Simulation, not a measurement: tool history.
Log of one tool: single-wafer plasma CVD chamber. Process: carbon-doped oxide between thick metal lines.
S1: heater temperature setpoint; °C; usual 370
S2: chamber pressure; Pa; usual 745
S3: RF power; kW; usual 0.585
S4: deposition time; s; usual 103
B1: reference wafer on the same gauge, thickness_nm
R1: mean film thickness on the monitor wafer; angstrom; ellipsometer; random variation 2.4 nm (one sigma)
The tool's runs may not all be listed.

run	hour	S1	S2	S3	S4	B1	R1
1	0	370	807	0.585	103	407.957	4919.26
2	30.4	370	807	0.585	103	407.982	4927.53
3	45.5	370	745	0.585	103	407.811	4852.87
4	72.5	370	745	0.585	103	407.675	4891.4
5	95	370	745	0.585	103	408.05	4843.6
6	130.1	370	745	0.585	103	407.665	4893
7	159.1	370	745	0.585	103	408.004	4866.72
8	189	370	745	0.585	103	408.338	4819.92
# hour 228: showerhead replaced
9	228.5	370	745	0.585	103	407.929	4871.9
10	243.9	370	745	0.585	103	408.55	4878.71
11	266.2	370	745	0.585	103	407.814	4867.55
12	280.9	370	745	0.585	89	408.064	4206.63
# hour 300: gauge calibrated
# hour 306.1: capacitance manometer re-zeroed and calibrated
13	315.3	370	745	0.585	89	408.159	4227.79
14	349.8	370	745	0.625	103	408.093	5094.17
15	365.6	370	745	0.585	110	408.043	5226.18
16	392.5	370	745	0.585	103	408.038	4915.31
# hour 421.6: RF generator calibrated
17	422.1	358	631	0.55	95	407.992	4316.84
18	435.7	370	876	0.585	90	408.3	4338.81
19	469.8	370	745	0.585	103	407.691	4834.45
20	492.5	359	745	0.53	103	407.661	4684.45
# hour 500.7: thermocouple changed; heater temperature recalibrated
21	512.8	370	693	0.585	103	407.73	4854.37
22	533.9	370	745	0.585	85	407.931	4043.02
23	569.5	370	745	0.585	103	407.961	4865.79
24	588.4	370	631	0.585	86	407.974	3997.1
25	616.3	361	745	0.62	108	407.92	5390.55
26	629.6	370	895	0.65	103	407.848	5289.31

The tool's hidden state at each run:
wafer temperature above the value expected at the setpoint (K): 0 in every run
delivered RF power above the setpoint (%): 0 in every run
true pressure above the setpoint (%): 0 in every run
gauge reads high (%): 0 in every run

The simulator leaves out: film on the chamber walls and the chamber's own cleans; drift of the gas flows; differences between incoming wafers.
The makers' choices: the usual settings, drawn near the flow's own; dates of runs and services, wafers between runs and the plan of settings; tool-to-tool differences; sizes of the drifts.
